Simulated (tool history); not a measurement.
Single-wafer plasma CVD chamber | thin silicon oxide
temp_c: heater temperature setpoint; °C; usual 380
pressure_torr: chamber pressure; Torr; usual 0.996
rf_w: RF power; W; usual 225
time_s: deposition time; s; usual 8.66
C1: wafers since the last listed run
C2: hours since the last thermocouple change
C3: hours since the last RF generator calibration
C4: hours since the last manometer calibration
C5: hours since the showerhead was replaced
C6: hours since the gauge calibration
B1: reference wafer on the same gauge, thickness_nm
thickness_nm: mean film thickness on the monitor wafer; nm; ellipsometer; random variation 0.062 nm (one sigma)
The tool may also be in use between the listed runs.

{"run": 1, "day": 0.0, "temp_c": 380, "pressure_torr": 0.996, "rf_w": 225, "time_s": 8.66, "C1": 0, "C2": 884.3, "C3": 2028.3, "C4": 2578.7, "C5": 2655.1, "C6": 518.2, "B1": 13.615, "thickness_nm": 15.898}
{"run": 2, "day": 0.738, "temp_c": 380, "pressure_torr": 0.996, "rf_w": 225, "time_s": 8.66, "C1": 743, "C2": 902, "C3": 2046, "C4": 2596.4, "C5": 2672.8, "C6": 535.9, "B1": 13.607, "thickness_nm": 15.725}
{"run": 3, "day": 1.962, "temp_c": 380, "pressure_torr": 0.798, "rf_w": 225, "time_s": 8.66, "C1": 1234, "C2": 931.4, "C3": 2075.4, "C4": 2625.8, "C5": 2702.2, "C6": 565.3, "B1": 13.595, "thickness_nm": 13.729}
{"run": 4, "day": 3.088, "temp_c": 380, "pressure_torr": 0.798, "rf_w": 225, "time_s": 8.66, "C1": 1134, "C2": 958.4, "C3": 2102.4, "C4": 2652.8, "C5": 2729.2, "C6": 592.3, "B1": 13.607, "thickness_nm": 13.733}
{"run": 5, "day": 4.071, "temp_c": 380, "pressure_torr": 0.996, "rf_w": 225, "time_s": 8.66, "C1": 991, "C2": 982, "C3": 2126, "C4": 2676.4, "C5": 2752.8, "C6": 615.9, "B1": 13.611, "thickness_nm": 15.853}
{"run": 6, "day": 5.067, "temp_c": 380, "pressure_torr": 0.996, "rf_w": 225, "time_s": 8.66, "C1": 1003, "C2": 1005.9, "C3": 2149.9, "C4": 2700.3, "C5": 2776.7, "C6": 639.8, "B1": 13.611, "thickness_nm": 15.787}
{"run": 7, "day": 5.642, "temp_c": 380, "pressure_torr": 0.996, "rf_w": 225, "time_s": 8.66, "C1": 579, "C2": 1019.7, "C3": 2163.7, "C4": 2714.1, "C5": 2790.5, "C6": 653.6, "B1": 13.58, "thickness_nm": 15.74}
{"run": 8, "day": 6.992, "temp_c": 380, "pressure_torr": 1.095, "rf_w": 225, "time_s": 8.66, "C1": 1360, "C2": 1052.1, "C3": 2196.1, "C4": 2746.5, "C5": 2822.9, "C6": 686, "B1": 13.591, "thickness_nm": 16.66}
{"run": 9, "day": 7.842, "temp_c": 380, "pressure_torr": 1.095, "rf_w": 225, "time_s": 8.66, "C1": 856, "C2": 1072.5, "C3": 2216.5, "C4": 2766.9, "C5": 2843.3, "C6": 706.4, "B1": 13.612, "thickness_nm": 16.79}
{"run": 10, "day": 8.554, "temp_c": 380, "pressure_torr": 1.095, "rf_w": 225, "time_s": 8.66, "C1": 718, "C2": 1089.6, "C3": 2233.6, "C4": 2784, "C5": 2860.4, "C6": 723.5, "B1": 13.626, "thickness_nm": 16.742}
{"run": 11, "day": 9.362, "temp_c": 380, "pressure_torr": 0.996, "rf_w": 225, "time_s": 8.66, "C1": 814, "C2": 1109, "C3": 2253, "C4": 2803.4, "C5": 2879.8, "C6": 742.9, "B1": 13.586, "thickness_nm": 15.728}
{"run": 12, "day": 10.054, "temp_c": 380, "pressure_torr": 0.996, "rf_w": 225, "time_s": 8.66, "C1": 697, "C2": 1125.6, "C3": 2269.6, "C4": 2820, "C5": 2896.4, "C6": 759.5, "B1": 13.599, "thickness_nm": 15.831}
{"day": 10.658, "done": "gauge calibrated"}
{"day": 10.779, "done": "capacitance manometer re-zeroed and calibrated"}
{"run": 13, "day": 10.8, "temp_c": 380, "pressure_torr": 0.996, "rf_w": 225, "time_s": 8.66, "C1": 415, "C2": 1143.5, "C3": 2287.5, "C4": 0.5, "C5": 2914.3, "C6": 3.4, "B1": 13.584, "thickness_nm": 16.562}
{"day": 11.438, "done": "RF generator calibrated"}
{"day": 11.75, "done": "showerhead replaced, of another model than before"}
{"run": 14, "day": 11.771, "temp_c": 380, "pressure_torr": 0.916, "rf_w": 225, "time_s": 8.66, "C1": 327, "C2": 1166.8, "C3": 8, "C4": 23.8, "C5": 0.5, "C6": 26.7, "B1": 13.606, "thickness_nm": 16.139}
{"run": 15, "day": 12.929, "temp_c": 374, "pressure_torr": 1.19, "rf_w": 190, "time_s": 9.36, "C1": 1167, "C2": 1194.6, "C3": 35.8, "C4": 51.6, "C5": 28.3, "C6": 54.5, "B1": 13.62, "thickness_nm": 17.464}
{"run": 16, "day": 13.846, "temp_c": 380, "pressure_torr": 0.996, "rf_w": 225, "time_s": 8.66, "C1": 924, "C2": 1216.6, "C3": 57.8, "C4": 73.6, "C5": 50.3, "C6": 76.5, "B1": 13.603, "thickness_nm": 16.607}
{"run": 17, "day": 14.408, "temp_c": 380, "pressure_torr": 1.095, "rf_w": 225, "time_s": 8.66, "C1": 567, "C2": 1230.1, "C3": 71.3, "C4": 87.1, "C5": 63.8, "C6": 90, "B1": 13.603, "thickness_nm": 17.064}
{"day": 14.804, "done": "thermocouple changed; heater temperature recalibrated"}
{"run": 18, "day": 15.658, "temp_c": 380, "pressure_torr": 0.788, "rf_w": 240, "time_s": 10.29, "C1": 924, "C2": 20.5, "C3": 101.3, "C4": 117.1, "C5": 93.8, "C6": 120, "B1": 13.601, "thickness_nm": 18.675}
{"run": 19, "day": 17.004, "temp_c": 380, "pressure_torr": 0.996, "rf_w": 225, "time_s": 8.66, "C1": 1356, "C2": 52.8, "C3": 133.6, "C4": 149.4, "C5": 126.1, "C6": 152.3, "B1": 13.614, "thickness_nm": 16.532}
{"run": 20, "day": 18.2, "temp_c": 374, "pressure_torr": 0.805, "rf_w": 250, "time_s": 8.66, "C1": 1205, "C2": 81.5, "C3": 162.3, "C4": 178.1, "C5": 154.8, "C6": 181, "B1": 13.594, "thickness_nm": 16.348}
{"run": 21, "day": 19.15, "temp_c": 380, "pressure_torr": 0.996, "rf_w": 210, "time_s": 9.72, "C1": 957, "C2": 104.3, "C3": 185.1, "C4": 200.9, "C5": 177.6, "C6": 203.8, "B1": 13.603, "thickness_nm": 17.838}
{"run": 22, "day": 19.758, "temp_c": 380, "pressure_torr": 0.996, "rf_w": 225, "time_s": 8.66, "C1": 613, "C2": 118.9, "C3": 199.7, "C4": 215.5, "C5": 192.2, "C6": 218.4, "B1": 13.621, "thickness_nm": 16.476}
{"run": 23, "day": 20.7, "temp_c": 368, "pressure_torr": 0.996, "rf_w": 225, "time_s": 10.03, "C1": 949, "C2": 141.5, "C3": 222.3, "C4": 238.1, "C5": 214.8, "C6": 241, "B1": 13.597, "thickness_nm": 19.297}
{"run": 24, "day": 21.979, "temp_c": 380, "pressure_torr": 0.996, "rf_w": 260, "time_s": 8.66, "C1": 1289, "C2": 172.2, "C3": 253, "C4": 268.8, "C5": 245.5, "C6": 271.7, "B1": 13.593, "thickness_nm": 17.732}
{"run": 25, "day": 26.371, "temp_c": 380, "pressure_torr": 0.996, "rf_w": 225, "time_s": 7.75, "C1": 4427, "C2": 277.6, "C3": 358.4, "C4": 374.2, "C5": 350.9, "C6": 377.1, "B1": 13.62, "thickness_nm": 14.786}
{"run": 26, "day": 27.175, "temp_c": 393, "pressure_torr": 0.996, "rf_w": 260, "time_s": 8.66, "C1": 810, "C2": 296.9, "C3": 377.7, "C4": 393.5, "C5": 370.2, "C6": 396.4, "B1": 13.601, "thickness_nm": 17.488}
{"run": 27, "day": 27.829, "temp_c": 380, "pressure_torr": 0.996, "rf_w": 225, "time_s": 8.66, "C1": 659, "C2": 312.6, "C3": 393.4, "C4": 409.2, "C5": 385.9, "C6": 412.1, "B1": 13.603, "thickness_nm": 16.443}
{"run": 28, "day": 28.788, "temp_c": 375, "pressure_torr": 0.996, "rf_w": 225, "time_s": 9.68, "C1": 966, "C2": 335.6, "C3": 416.4, "C4": 432.2, "C5": 408.9, "C6": 435.1, "B1": 13.596, "thickness_nm": 18.441}

Forecast each of these 5 alternatives for the next run:
{"run": "A", "day": 28.804, "temp_c": 380, "pressure_torr": 0.996, "rf_w": 225, "time_s": 8.66, "C1": 16, "C2": 336, "C3": 416.8, "C4": 432.6, "C5": 409.3, "C6": 435.5, "B1": "?", "thickness_nm": "?"}
{"run": "B", "day": 28.804, "temp_c": 389, "pressure_torr": 0.996, "rf_w": 205, "time_s": 8.66, "C1": 16, "C2": 336, "C3": 416.8, "C4": 432.6, "C5": 409.3, "C6": 435.5, "B1": "?", "thickness_nm": "?"}
{"run": "C", "day": 28.804, "temp_c": 380, "pressure_torr": 0.996, "rf_w": 225, "time_s": 7.62, "C1": 16, "C2": 336, "C3": 416.8, "C4": 432.6, "C5": 409.3, "C6": 435.5, "B1": "?", "thickness_nm": "?"}
{"run": "D", "day": 28.804, "temp_c": 380, "pressure_torr": 1.222, "rf_w": 225, "time_s": 7.44, "C1": 16, "C2": 336, "C3": 416.8, "C4": 432.6, "C5": 409.3, "C6": 435.5, "B1": "?", "thickness_nm": "?"}
{"run": "E", "day": 28.804, "temp_c": 380, "pressure_torr": 0.996, "rf_w": 265, "time_s": 8.66, "C1": 16, "C2": 336, "C3": 416.8, "C4": 432.6, "C5": 409.3, "C6": 435.5, "B1": "?", "thickness_nm": "?"}

run=A B1=13.614 thickness_nm=16.467
run=B B1=13.614 thickness_nm=15.601
run=C B1=13.614 thickness_nm=14.494
run=D B1=13.614 thickness_nm=15.114
run=E B1=13.614 thickness_nm=17.818
Without the tool's hidden state the same runs would have given:
run=A thickness_nm=16.627
run=B thickness_nm=15.752
run=C thickness_nm=14.634
run=D thickness_nm=15.261
run=E thickness_nm=17.991
